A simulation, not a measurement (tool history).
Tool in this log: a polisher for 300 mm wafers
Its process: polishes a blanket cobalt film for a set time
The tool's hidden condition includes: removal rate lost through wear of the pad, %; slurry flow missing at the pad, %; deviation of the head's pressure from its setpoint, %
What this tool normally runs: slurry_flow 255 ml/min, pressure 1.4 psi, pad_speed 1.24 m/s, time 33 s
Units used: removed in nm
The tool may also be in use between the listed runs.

run	day	slurry_flow	pressure	pad_speed	time	wafers since the last listed run	wafers polished on this pad	hours since the slurry nozzle was cleaned	hours since the head pressure was calibrated	incoming thickness of the incoming film, nm	removed
1	0.000	255	1.4	1.24	33	0	1877	105.5	659.9	1407.8	126.3
2	1.358	255	1.4	1.24	33	427	2304	138.1	692.5	1404.0	121.9
3	2.379	255	1.4	1.24	33	320	2625	162.6	717.0	1428.8	121.1
# day 3.354: worn pad replaced by a new one
4	4.758	255	1.3	1.24	33	695	441	219.7	774.1	1408.6	121.0
5	6.529	255	1.3	1.24	33	556	998	262.2	816.6	1418.1	119.5
6	8.379	295	1.4	1.24	33	581	1579	306.6	861.0	1407.2	129.3
7	10.654	295	1.4	1.24	33	715	2295	361.2	915.6	1426.9	125.6
# day 11.850: worn pad replaced by a new one
8	12.346	255	1.4	1.24	33	479	156	401.8	956.2	1423.9	128.1
9	14.792	255	1.4	1.24	33	768	925	460.5	1014.9	1424.2	127.7
10	15.892	255	1.4	1.24	33	345	1271	486.9	1041.3	1386.9	127.3
# day 17.846: slurry nozzle cleaned
11	18.671	255	1.4	1.24	33	860	2131	19.8	1108.0	1419.5	120.4
12	19.992	255	1.4	1.24	33	415	2547	51.5	1139.7	1406.6	118.6
# day 20.679: worn pad replaced by a new one, of another model than before
13	21.471	315	1.8	1.02	33	412	248	87.0	1175.2	1413.2	134.2
14	23.858	255	1.4	1.24	33	750	999	144.3	1232.5	1410.8	124.9
# day 25.242: head pressure recalibrated
15	26.696	210	1.7	1.06	33	865	1865	212.4	34.9	1384.1	123.0
16	29.746	255	1.4	1.24	42	958	2824	285.6	108.1	1422.0	147.6
# day 30.042: worn pad replaced by a new one
17	31.188	255	1.3	1.24	33	400	359	320.2	142.7	1394.7	126.0
18	32.583	255	1.4	1.24	33	438	798	353.7	176.2	1406.4	127.5
19	34.225	210	1.6	0.96	33	516	1314	393.1	215.6	1441.4	116.0
20	36.562	255	1.1	1.24	42	734	2049	449.2	271.7	1388.7	133.5
# day 37.217: slurry nozzle cleaned
21	37.767	255	1.8	0.90	33	365	2415	13.2	300.6	1411.5	114.0
# day 38.625: worn pad replaced by a new one
22	45.758	255	0.9	1.24	39	2460	2242	205.0	492.4	1416.4	110.8
23	46.892	310	1.4	1.36	24	356	2599	232.2	519.6	1407.2	95.1

Consider 3 possible next runs. They are alternatives, not a sequence: every one starts from the tool as it was left by run 23. What does each give?
A	46.908	170	1.4	1.24	33	5	2604	232.6	520.0	1414.8	?
B	46.908	180	1.4	1.42	33	5	2604	232.6	520.0	1414.8	?
C	46.908	230	1.9	1.24	33	5	2604	232.6	520.0	1414.8	?

run	removed
A	114.8
B	127.6
C	146.3
With no hidden state in the tool, these same runs would have given:
run	removed
A	124.0
B	137.8
C	158.0
